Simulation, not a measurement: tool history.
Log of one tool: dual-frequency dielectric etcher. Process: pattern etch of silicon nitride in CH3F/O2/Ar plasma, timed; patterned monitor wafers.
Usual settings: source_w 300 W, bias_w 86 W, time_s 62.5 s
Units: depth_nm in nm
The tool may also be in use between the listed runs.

run      day  source_w  bias_w  time_s  read-back reference wafer on the same gauge, depth_nm  depth_nm
  1        0       260      86    62.5                                                  47.39     37.61
  2    2.817       300      86    62.5                                                  47.39     39.12
  3    6.996       300      86    62.5                                                  47.42     39.28
  4    9.171       300      86    62.5                                                  47.41     39.53
  5   12.796       300      86    62.5                                                  47.39     39.81
       19.65  -- wet clean of the chamber
  6   24.383       300      86      72                                                  47.38      45.2
      26.012  -- upper electrode replaced
  7   26.771       300      86    62.5                                                  47.41      39.4
  8   29.417       300      86    62.5                                                  47.45     39.54
  9   40.933       300      86    47.5                                                  47.42     30.45
      43.396  -- wet clean of the chamber
 10   44.379       330      86    71.5                                                  47.41     45.27
 11   46.262       300      86    62.5                                                   47.4     38.83
 12   49.271       380      86    62.5                                                  47.38     40.87
      53.371  -- bias power generator calibrated
 13   55.904       300      86    62.5                                                  47.39     40.38
 14   60.246       300      86    62.5                                                  47.42     40.21
 15   62.821       300      86      54                                                  47.38     35.45
 16   65.688       300     103    62.5                                                  47.41     45.01
      67.888  -- wet clean of the chamber
 17   69.492       220      65    54.5                                                  47.44     26.87
      71.175  -- source power generator calibrated
      72.317  -- gauge calibrated
 18   72.921       300      78    62.5                                                  47.43     37.78
 19   76.058       300      86    70.5                                                  47.42     44.67
 20    79.75       300      86    67.5                                                  47.39     43.29
 21   81.421       240     102    62.5                                                  47.39     41.98
 22   85.242       340      86    46.5                                                  47.45     30.97
      93.767  -- wet clean of the chamber
 23   93.788       300      86    67.5                                                  47.36     42.38
 24   94.812       350      86    62.5                                                  47.37     41.26
 25   98.079       300      86    55.5                                                  47.46     35.45
 26  101.312       300      86    47.5                                                  47.39     30.38
 27  103.296       370      95      45                                                  47.41     32.21
 28  106.525       370      86    62.5                                                   47.4     42.51

5 ways to go on from here, each from the tool as it stands after run 28. What would each give?
  A  106.542       300      86    62.5                                                      ?         ?
  B  106.542       240      86    62.5                                                      ?         ?
  C  106.542       300      68    62.5                                                      ?         ?
  D  106.542       300      75      76                                                      ?         ?
  E  106.542       260     107    47.5                                                      ?         ?

run  read-back reference wafer on the same gauge, depth_nm  depth_nm
  A                                                  47.44     40.24
  B                                                  47.44     38.26
  C                                                  47.44     34.94
  D                                                  47.44     45.13
  E                                                  47.44     33.47
Without the tool's hidden state the same runs would have given:
run  depth_nm
  A     39.46
  B     37.52
  C     34.23
  D     44.23
  E     32.85
